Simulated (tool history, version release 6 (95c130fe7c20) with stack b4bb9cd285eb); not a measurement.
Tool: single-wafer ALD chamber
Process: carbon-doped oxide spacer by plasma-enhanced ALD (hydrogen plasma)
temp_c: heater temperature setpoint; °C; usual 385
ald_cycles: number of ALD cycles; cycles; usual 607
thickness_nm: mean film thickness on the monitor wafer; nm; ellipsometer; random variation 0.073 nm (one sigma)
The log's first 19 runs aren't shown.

run	hour	temp_c	ald_cycles	read-back reference wafer on the same gauge, thickness_nm	thickness_nm
20	502.7	385	519	33.363	25.268
21	516.7	394	660	33.381	32.018
22	543.0	378	607	33.415	29.579
23	557.6	385	554	33.436	26.940
24	574.8	385	712	33.445	34.593
25	590.0	378	549	33.469	26.767
26	617.7	385	546	33.500	26.482
27	649.2	378	498	33.508	24.336
28	661.9	385	607	33.549	29.673
29	680.1	385	607	33.534	29.604
30	712.6	376	503	33.548	24.680
31	738.3	373	519	33.583	25.395
32	755.8	385	607	33.584	29.845
33	781.4	385	607	33.577	29.764
34	833.4	372	698	33.619	34.191

Forecast each of these 5 alternatives for the next run:
A	834.7	400	607	?	?
B	834.7	371	724	?	?
C	834.7	375	668	?	?
D	834.7	396	662	?	?
E	834.7	391	544	?	?

run	read-back reference wafer on the same gauge, thickness_nm	thickness_nm
A	33.619	29.621
B	33.619	35.555
C	33.619	32.804
D	33.619	32.510
E	33.619	26.715
Without the tool's hidden state the same runs would have given:
run	thickness_nm
A	29.077
B	34.901
C	32.202
D	31.913
E	26.224
